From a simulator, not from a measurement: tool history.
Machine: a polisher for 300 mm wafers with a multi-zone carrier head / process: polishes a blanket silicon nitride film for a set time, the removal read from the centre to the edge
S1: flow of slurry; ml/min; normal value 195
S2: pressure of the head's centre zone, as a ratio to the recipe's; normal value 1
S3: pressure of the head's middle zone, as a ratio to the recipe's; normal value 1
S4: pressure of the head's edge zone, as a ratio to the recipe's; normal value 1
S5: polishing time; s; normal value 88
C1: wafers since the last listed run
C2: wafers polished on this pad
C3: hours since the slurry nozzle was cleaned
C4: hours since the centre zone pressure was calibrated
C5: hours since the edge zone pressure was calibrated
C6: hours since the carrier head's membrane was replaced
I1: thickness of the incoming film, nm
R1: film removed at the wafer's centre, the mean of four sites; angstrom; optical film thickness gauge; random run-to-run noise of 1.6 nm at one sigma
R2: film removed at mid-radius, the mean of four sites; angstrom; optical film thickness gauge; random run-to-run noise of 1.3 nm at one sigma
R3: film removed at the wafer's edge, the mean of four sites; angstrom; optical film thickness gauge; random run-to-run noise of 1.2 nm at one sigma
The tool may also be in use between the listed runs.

run     day   S1    S2    S3    S4   S5    C1    C2     C3     C4      C5      C6     I1    R1    R2    R3
  1       0  235     1  1.05     1   88     0  3805  159.8  156.4   277.3   286.1  785.5  1224  1230  1161
  2   2.446  235     1  1.05     1   88   777  4583  218.5  215.1     336   344.8    780  1212  1235  1180
  3     4.5  235     1  1.05     1   88   653  5236  267.8  264.4   385.3   394.1    767  1198  1213  1173
  4   6.183  125     1  1.12     1   68   535  5772  308.2  304.8   425.7   434.5  782.9   881   951   879
  5   8.217  195     1     1     1   88   646  6418    357  353.6   474.5   483.3  786.3  1189  1175  1173
     11.029  -- worn pad replaced by a new one
  6  12.458  195     1  0.97     1   88  1296   454  458.8  455.4   576.3   585.1  789.3  1172  1128  1181
     15.604  -- slurry nozzle cleaned
  7  15.767  135  0.95     1  1.09   88  1039  1493    3.9  534.8   655.7   664.5  784.6  1060  1125  1176
  8  17.829  195     1  0.92     1  117   656  2149   53.4  584.3   705.2     714  779.8  1599  1457  1556
  9  19.546  195     1     1  0.94  113   546  2695   94.6  625.5   746.4   755.2  780.9  1534  1508  1455
 10  21.067  195     1     1     1   88   483  3179  131.1    662   782.9   791.7  776.9  1205  1156  1136
     21.917  -- centre zone pressure recalibrated
 11  23.583  195     1     1     1   70   774  3953  191.5     40   843.3   852.1  774.9   944   919   914
 12  27.483  195     1     1     1   73  1240  5194  285.1  133.6   936.9   945.7  776.9   988   960   976
 13  29.942  130  1.05   0.9  0.92   88   781  5975  344.1  192.6   995.9  1004.7  792.4  1183  1033  1090
 14    33.2  245  0.93  0.92     1   75  1036  7012  422.3  270.8  1074.1  1082.9  790.8   955   926   989
 15  35.512  195  0.95     1     1   88   735  7747  477.8  326.3  1129.6  1138.4  775.4  1130  1159  1176
     35.896  -- worn pad replaced by a new one
 16  38.154  195     1     1     1   88   787   718  541.2  389.7    1193  1201.8  779.7  1200  1163  1154
     39.254  -- slurry nozzle cleaned
 17  40.554  195     1     1     1   88   750  1468   31.2  447.3  1250.6  1259.4  783.7  1183  1132  1174
 18  42.975  195     1     1     1   88   770  2238   89.3  505.4  1308.7  1317.5  765.2  1216  1174  1167
 19  45.833  230     1  0.95   0.9   76   909  3147  157.9    574  1377.3  1386.1    798  1021   968   968
     45.954  -- edge zone pressure recalibrated
 20  47.712  240     1  1.06  0.96   88   571  3718    203  619.1    42.2  1431.2  789.9  1212  1241  1166
 21  51.733  195     1  0.95     1   58  1278  4997  299.5  715.6   138.7  1527.7  786.7   788   734   776

Consider 5 possible next runs. They are alternatives, not a sequence: every one starts from the tool as it was left by run 21. What does each give?
  A  51.75  125     1     1     1   88   5  5002  299.9  716  139.1  1528.1  779.1   ?   ?   ?
  B  51.75  165  1.03     1  0.92   73   5  5002  299.9  716  139.1  1528.1  779.1   ?   ?   ?
  C  51.75  195     1  0.95     1   88   5  5002  299.9  716  139.1  1528.1  779.1   ?   ?   ?
  D  51.75  195     1     1  0.93   88   5  5002  299.9  716  139.1  1528.1  779.1   ?   ?   ?
  E  51.75  220     1     1     1  117   5  5002  299.9  716  139.1  1528.1  779.1   ?   ?   ?

run    R1    R2    R3
  A  1098  1106  1138
  B   966   941   927
  C  1149  1105  1172
  D  1149  1152  1135
  E  1546  1548  1570
What these runs would have given with no unlogged condition in the tool:
run    R1    R2    R3
  A  1098  1106  1138
  B   966   941   927
  C  1149  1105  1172
  D  1149  1152  1135
  E  1546  1548  1570
